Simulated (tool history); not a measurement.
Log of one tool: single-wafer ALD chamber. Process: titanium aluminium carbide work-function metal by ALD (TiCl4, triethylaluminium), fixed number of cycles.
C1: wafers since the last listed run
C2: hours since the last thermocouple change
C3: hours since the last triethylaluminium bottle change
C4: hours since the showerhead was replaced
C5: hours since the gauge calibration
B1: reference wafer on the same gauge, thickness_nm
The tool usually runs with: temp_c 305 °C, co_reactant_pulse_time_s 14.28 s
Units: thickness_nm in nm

{"run": 1, "hour": 0.0, "temp_c": 305, "co_reactant_pulse_time_s": 14.28, "C1": 0, "C2": 663.8, "C3": 895.7, "C4": 2560.7, "C5": 1426.3, "B1": 2.011, "thickness_nm": 2.142}
{"run": 2, "hour": 66.4, "temp_c": 305, "co_reactant_pulse_time_s": 14.28, "C1": 721, "C2": 730.2, "C3": 962.1, "C4": 2627.1, "C5": 1492.7, "B1": 2.014, "thickness_nm": 2.166}
{"hour": 112.4, "done": "triethylaluminium bottle replaced"}
{"run": 3, "hour": 112.9, "temp_c": 305, "co_reactant_pulse_time_s": 14.28, "C1": 418, "C2": 776.7, "C3": 0.5, "C4": 2673.6, "C5": 1539.2, "B1": 2.012, "thickness_nm": 2.149}
{"run": 4, "hour": 181.3, "temp_c": 305, "co_reactant_pulse_time_s": 10.83, "C1": 743, "C2": 845.1, "C3": 68.9, "C4": 2742.0, "C5": 1607.6, "B1": 2.017, "thickness_nm": 2.119}
{"run": 5, "hour": 249.9, "temp_c": 305, "co_reactant_pulse_time_s": 14.28, "C1": 745, "C2": 913.7, "C3": 137.5, "C4": 2810.6, "C5": 1676.2, "B1": 2.02, "thickness_nm": 2.156}
{"run": 6, "hour": 315.7, "temp_c": 305, "co_reactant_pulse_time_s": 14.28, "C1": 715, "C2": 979.5, "C3": 203.3, "C4": 2876.4, "C5": 1742.0, "B1": 2.026, "thickness_nm": 2.169}
{"run": 7, "hour": 359.1, "temp_c": 305, "co_reactant_pulse_time_s": 14.28, "C1": 471, "C2": 1022.9, "C3": 246.7, "C4": 2919.8, "C5": 1785.4, "B1": 2.024, "thickness_nm": 2.178}
{"run": 8, "hour": 414.1, "temp_c": 305, "co_reactant_pulse_time_s": 14.28, "C1": 597, "C2": 1077.9, "C3": 301.7, "C4": 2974.8, "C5": 1840.4, "B1": 2.024, "thickness_nm": 2.155}
{"run": 9, "hour": 447.3, "temp_c": 317, "co_reactant_pulse_time_s": 16.66, "C1": 360, "C2": 1111.1, "C3": 334.9, "C4": 3008.0, "C5": 1873.6, "B1": 2.016, "thickness_nm": 2.271}
{"run": 10, "hour": 506.8, "temp_c": 312, "co_reactant_pulse_time_s": 19.42, "C1": 646, "C2": 1170.6, "C3": 394.4, "C4": 3067.5, "C5": 1933.1, "B1": 2.025, "thickness_nm": 2.264}
{"run": 11, "hour": 558.8, "temp_c": 300, "co_reactant_pulse_time_s": 10.44, "C1": 565, "C2": 1222.6, "C3": 446.4, "C4": 3119.5, "C5": 1985.1, "B1": 2.029, "thickness_nm": 2.088}
{"run": 12, "hour": 592.7, "temp_c": 305, "co_reactant_pulse_time_s": 14.28, "C1": 368, "C2": 1256.5, "C3": 480.3, "C4": 3153.4, "C5": 2019.0, "B1": 2.024, "thickness_nm": 2.153}
{"run": 13, "hour": 652.6, "temp_c": 305, "co_reactant_pulse_time_s": 14.28, "C1": 650, "C2": 1316.4, "C3": 540.2, "C4": 3213.3, "C5": 2078.9, "B1": 2.025, "thickness_nm": 2.181}
{"run": 14, "hour": 703.6, "temp_c": 312, "co_reactant_pulse_time_s": 11.32, "C1": 554, "C2": 1367.4, "C3": 591.2, "C4": 3264.3, "C5": 2129.9, "B1": 2.032, "thickness_nm": 2.207}
{"hour": 769.4, "done": "thermocouple changed; heater temperature recalibrated"}
{"run": 15, "hour": 771.1, "temp_c": 295, "co_reactant_pulse_time_s": 14.28, "C1": 646, "C2": 1.7, "C3": 658.7, "C4": 3331.8, "C5": 2197.4, "B1": 2.03, "thickness_nm": 2.059}
{"run": 16, "hour": 820.5, "temp_c": 301, "co_reactant_pulse_time_s": 18.9, "C1": 536, "C2": 51.1, "C3": 708.1, "C4": 3381.2, "C5": 2246.8, "B1": 2.027, "thickness_nm": 2.11}
{"run": 17, "hour": 919.4, "temp_c": 320, "co_reactant_pulse_time_s": 18.99, "C1": 1074, "C2": 150.0, "C3": 807.0, "C4": 3480.1, "C5": 2345.7, "B1": 2.03, "thickness_nm": 2.34}
{"hour": 932.6, "done": "showerhead replaced"}
{"run": 18, "hour": 967.8, "temp_c": 305, "co_reactant_pulse_time_s": 14.28, "C1": 439, "C2": 198.4, "C3": 855.4, "C4": 35.2, "C5": 2394.1, "B1": 2.039, "thickness_nm": 2.152}
{"run": 19, "hour": 1000.2, "temp_c": 320, "co_reactant_pulse_time_s": 12.82, "C1": 352, "C2": 230.8, "C3": 887.8, "C4": 67.6, "C5": 2426.5, "B1": 2.031, "thickness_nm": 2.329}
{"run": 20, "hour": 1070.7, "temp_c": 293, "co_reactant_pulse_time_s": 16.4, "C1": 766, "C2": 301.3, "C3": 958.3, "C4": 138.1, "C5": 2497.0, "B1": 2.032, "thickness_nm": 2.054}
{"hour": 1092.9, "done": "triethylaluminium bottle replaced"}
{"run": 21, "hour": 1107.4, "temp_c": 291, "co_reactant_pulse_time_s": 19.77, "C1": 311, "C2": 338.0, "C3": 14.5, "C4": 174.8, "C5": 2533.7, "B1": 2.032, "thickness_nm": 2.041}
{"run": 22, "hour": 1159.3, "temp_c": 300, "co_reactant_pulse_time_s": 16.79, "C1": 564, "C2": 389.9, "C3": 66.4, "C4": 226.7, "C5": 2585.6, "B1": 2.041, "thickness_nm": 2.129}
{"run": 23, "hour": 1215.8, "temp_c": 318, "co_reactant_pulse_time_s": 11.83, "C1": 613, "C2": 446.4, "C3": 122.9, "C4": 283.2, "C5": 2642.1, "B1": 2.035, "thickness_nm": 2.266}
{"hour": 1225.7, "done": "gauge calibrated"}
{"run": 24, "hour": 1259.2, "temp_c": 312, "co_reactant_pulse_time_s": 17.81, "C1": 471, "C2": 489.8, "C3": 166.3, "C4": 326.6, "C5": 33.5, "B1": 1.903, "thickness_nm": 2.107}
{"run": 25, "hour": 1306.6, "temp_c": 319, "co_reactant_pulse_time_s": 9.98, "C1": 515, "C2": 537.2, "C3": 213.7, "C4": 374.0, "C5": 80.9, "B1": 1.909, "thickness_nm": 2.117}
{"run": 26, "hour": 1353.1, "temp_c": 305, "co_reactant_pulse_time_s": 14.28, "C1": 505, "C2": 583.7, "C3": 260.2, "C4": 420.5, "C5": 127.4, "B1": 1.916, "thickness_nm": 2.065}
{"run": 27, "hour": 1419.1, "temp_c": 305, "co_reactant_pulse_time_s": 18.01, "C1": 717, "C2": 649.7, "C3": 326.2, "C4": 486.5, "C5": 193.4, "B1": 1.925, "thickness_nm": 2.069}
{"run": 28, "hour": 1481.5, "temp_c": 305, "co_reactant_pulse_time_s": 14.28, "C1": 678, "C2": 712.1, "C3": 388.6, "C4": 548.9, "C5": 255.8, "B1": 1.924, "thickness_nm": 2.041}
{"run": 29, "hour": 1538.5, "temp_c": 305, "co_reactant_pulse_time_s": 14.28, "C1": 619, "C2": 769.1, "C3": 445.6, "C4": 605.9, "C5": 312.8, "B1": 1.934, "thickness_nm": 2.097}
{"run": 30, "hour": 1609.0, "temp_c": 305, "co_reactant_pulse_time_s": 10.23, "C1": 766, "C2": 839.6, "C3": 516.1, "C4": 676.4, "C5": 383.3, "B1": 1.943, "thickness_nm": 2.022}
{"run": 31, "hour": 1670.7, "temp_c": 305, "co_reactant_pulse_time_s": 14.28, "C1": 670, "C2": 901.3, "C3": 577.8, "C4": 738.1, "C5": 445.0, "B1": 1.951, "thickness_nm": 2.096}
{"run": 32, "hour": 1709.3, "temp_c": 305, "co_reactant_pulse_time_s": 17.34, "C1": 419, "C2": 939.9, "C3": 616.4, "C4": 776.7, "C5": 483.6, "B1": 1.943, "thickness_nm": 2.097}
{"run": 33, "hour": 1743.0, "temp_c": 305, "co_reactant_pulse_time_s": 16.93, "C1": 366, "C2": 973.6, "C3": 650.1, "C4": 810.4, "C5": 517.3, "B1": 1.957, "thickness_nm": 2.074}

Consider 4 possible next runs. They are alternatives, not a sequence: every one starts from the tool as it was left by run 33. What does each give?
{"run": "A", "hour": 1743.4, "temp_c": 305, "co_reactant_pulse_time_s": 14.28, "C1": 4, "C2": 974.0, "C3": 650.5, "C4": 810.8, "C5": 517.7, "B1": "?", "thickness_nm": "?"}
{"run": "B", "hour": 1743.4, "temp_c": 305, "co_reactant_pulse_time_s": 17.24, "C1": 4, "C2": 974.0, "C3": 650.5, "C4": 810.8, "C5": 517.7, "B1": "?", "thickness_nm": "?"}
{"run": "C", "hour": 1743.4, "temp_c": 311, "co_reactant_pulse_time_s": 14.28, "C1": 4, "C2": 974.0, "C3": 650.5, "C4": 810.8, "C5": 517.7, "B1": "?", "thickness_nm": "?"}
{"run": "D", "hour": 1743.4, "temp_c": 305, "co_reactant_pulse_time_s": 10.64, "C1": 4, "C2": 974.0, "C3": 650.5, "C4": 810.8, "C5": 517.7, "B1": "?", "thickness_nm": "?"}

run=A B1=1.956 thickness_nm=2.097
run=B B1=1.956 thickness_nm=2.107
run=C B1=1.956 thickness_nm=2.159
run=D B1=1.956 thickness_nm=2.065
What these runs would have given with no unlogged condition in the tool:
run=A thickness_nm=2.039
run=B thickness_nm=2.048
run=C thickness_nm=2.099
run=D thickness_nm=2.008
